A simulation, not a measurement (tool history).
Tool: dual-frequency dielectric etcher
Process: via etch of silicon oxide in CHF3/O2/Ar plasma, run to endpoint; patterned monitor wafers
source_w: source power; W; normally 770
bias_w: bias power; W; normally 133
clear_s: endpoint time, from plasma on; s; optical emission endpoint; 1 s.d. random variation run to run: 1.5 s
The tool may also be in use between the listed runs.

run	hour	source_w	bias_w	incoming incoming film thickness, nm	clear_s
1	0	870	126	641.5	282.5
2	90.8	870	126	646.6	285.3
3	181	770	133	640.5	300.2
4	230.3	770	133	643.8	299.9
5	327.1	770	133	641.1	296.8
6	401.5	920	133	647.1	266.3
# hour 450.3: wet clean of the chamber
7	627	770	148	640.6	294.8
8	710.9	860	133	644.2	279.8
# hour 758.8: source power generator calibrated
9	797.3	770	133	644	296.6
10	887.9	640	133	644.5	335.8

Expected results for the next run?
# hour 941.1: upper electrode replaced
11	965.5	770	144	641.7	?

Run 11 gave clear_s 290.7 s.
Were there no unlogged condition in the tool, this run, its random variation unchanged, would have produced clear_s 297.2 s.
